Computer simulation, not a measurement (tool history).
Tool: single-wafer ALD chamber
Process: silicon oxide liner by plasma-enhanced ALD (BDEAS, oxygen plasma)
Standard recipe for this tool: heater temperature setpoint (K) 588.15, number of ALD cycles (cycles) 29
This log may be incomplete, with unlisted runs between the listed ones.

run    hour  heater temperature setpoint (K)  number of ALD cycles (cycles)  read-back reference wafer on the same gauge, thickness_nm  mean film thickness on the monitor wafer (angstrom)
  1       0                           588.15                             29                                                      2.531                                                27.73
  2    67.1                           588.15                             29                                                       2.53                                                27.75
  3   147.2                           588.15                             29                                                       2.53                                                27.72
  4     203                           588.15                             29                                                      2.529                                                27.63
  5   242.5                           588.15                             29                                                       2.53                                                27.69
      249.8  -- gauge calibrated
  6   312.4                           588.15                             28                                                       2.53                                                26.56
  7     407                           588.15                             28                                                       2.53                                                26.67
  8     486                           588.15                             28                                                      2.531                                                26.59
  9   524.4                           588.15                             32                                                       2.53                                                30.53
 10   583.5                           588.15                             32                                                       2.53                                                30.44
 11     657                           588.15                             29                                                       2.53                                                27.44
 12   732.4                           588.15                             29                                                      2.529                                                27.38
 13   808.3                           582.15                             34                                                      2.532                                                32.41
 14     955                           588.15                             28                                                      2.531                                                26.53
 15  1016.3                           576.15                             34                                                       2.53                                                32.69
     1033.3  -- thermocouple changed; heater temperature recalibrated
 16  1056.9                           579.15                             26                                                      2.531                                                25.12
 17  1130.2                           578.15                             29                                                       2.53                                                28.05
     1195.6  -- gauge calibrated
 18  1198.1                           601.15                             27                                                      2.529                                                25.24
 19    1287                           588.15                             29                                                       2.53                                                27.69
 20  1362.9                           602.15                             33                                                      2.532                                                30.58
 21  1449.4                           577.15                             27                                                      2.529                                                26.25
 22  1512.5                           588.15                             29                                                      2.527                                                27.72
 23  1595.2                           580.15                             25                                                       2.53                                                24.07
 24  1634.5                           588.15                             28                                                       2.53                                                26.58

Results for each run, recomputed without the tool's hidden state and with each run's random variation untouched:
Unlogged tool condition in this case: wafer temperature above the value expected at the setpoint (K); gauge reads high (%).
run  mean film thickness on the monitor wafer (angstrom)
  1                                                27.75
  2                                                27.79
  3                                                27.77
  4                                                27.69
  5                                                27.76
  6                                                26.63
  7                                                26.76
  8                                                26.71
  9                                                30.67
 10                                                30.59
 11                                                 27.6
 12                                                27.56
 13                                                32.64
 14                                                26.77
 15                                                   33
 16                                                 25.1
 17                                                28.03
 18                                                25.22
 19                                                27.68
 20                                                30.57
 21                                                26.24
 22                                                27.72
 23                                                24.08
 24                                                26.59
